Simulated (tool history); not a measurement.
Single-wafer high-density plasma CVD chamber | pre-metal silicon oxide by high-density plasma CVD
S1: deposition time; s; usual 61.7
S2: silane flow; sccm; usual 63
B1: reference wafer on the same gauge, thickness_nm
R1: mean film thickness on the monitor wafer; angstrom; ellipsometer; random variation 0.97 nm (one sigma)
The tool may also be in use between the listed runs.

{"run": 1, "hour": 0.0, "S1": 61.7, "S2": 63, "B1": 429.874, "R1": 3915.59}
{"run": 2, "hour": 59.0, "S1": 61.7, "S2": 63, "B1": 429.905, "R1": 3903.07}
{"run": 3, "hour": 155.8, "S1": 56.5, "S2": 63, "B1": 429.981, "R1": 3591.75}
{"run": 4, "hour": 246.8, "S1": 56.5, "S2": 63, "B1": 430.197, "R1": 3573.45}
{"run": 5, "hour": 345.3, "S1": 54.1, "S2": 67, "B1": 429.852, "R1": 3540.97}
{"run": 6, "hour": 410.2, "S1": 54.1, "S2": 67, "B1": 429.875, "R1": 3536.13}
{"run": 7, "hour": 452.4, "S1": 54.1, "S2": 67, "B1": 430.092, "R1": 3539.28}
{"run": 8, "hour": 552.6, "S1": 61.7, "S2": 63, "B1": 430.117, "R1": 3903.42}
{"run": 9, "hour": 642.4, "S1": 61.7, "S2": 63, "B1": 429.96, "R1": 3891.86}
{"run": 10, "hour": 705.7, "S1": 61.7, "S2": 75, "B1": 430.126, "R1": 4309.49}
{"hour": 754.2, "done": "gauge calibrated"}
{"run": 11, "hour": 809.9, "S1": 61.7, "S2": 74, "B1": 429.987, "R1": 4263.6}
{"run": 12, "hour": 883.8, "S1": 53.4, "S2": 69, "B1": 430.096, "R1": 3531.8}
{"hour": 927.5, "done": "silane flow controller replaced"}
{"run": 13, "hour": 972.2, "S1": 61.7, "S2": 67, "B1": 429.986, "R1": 4138.67}
{"run": 14, "hour": 1013.1, "S1": 61.7, "S2": 69, "B1": 430.229, "R1": 4214.9}
{"run": 15, "hour": 1199.5, "S1": 61.7, "S2": 63, "B1": 429.828, "R1": 3974.81}
{"run": 16, "hour": 1241.6, "S1": 57.8, "S2": 74, "B1": 429.892, "R1": 4103.49}
{"run": 17, "hour": 1340.8, "S1": 61.7, "S2": 71, "B1": 430.04, "R1": 4284.22}

4 ways to go on from here, each from the tool as it stands after run 17. What would each give?
{"run": "A", "hour": 1341.2, "S1": 61.7, "S2": 72, "B1": "?", "R1": "?"}
{"run": "B", "hour": 1341.2, "S1": 50.9, "S2": 63, "B1": "?", "R1": "?"}
{"run": "C", "hour": 1341.2, "S1": 65.2, "S2": 68, "B1": "?", "R1": "?"}
{"run": "D", "hour": 1341.2, "S1": 70.9, "S2": 63, "B1": "?", "R1": "?"}

run=A B1=429.807 R1=4287.75
run=B B1=429.807 R1=3269.02
run=C B1=429.807 R1=4378.29
run=D B1=429.807 R1=4553.51
Without the tool's hidden state the same runs would have given:
run=A R1=4276.53
run=B R1=3260.47
run=C R1=4366.84
run=D R1=4541.6

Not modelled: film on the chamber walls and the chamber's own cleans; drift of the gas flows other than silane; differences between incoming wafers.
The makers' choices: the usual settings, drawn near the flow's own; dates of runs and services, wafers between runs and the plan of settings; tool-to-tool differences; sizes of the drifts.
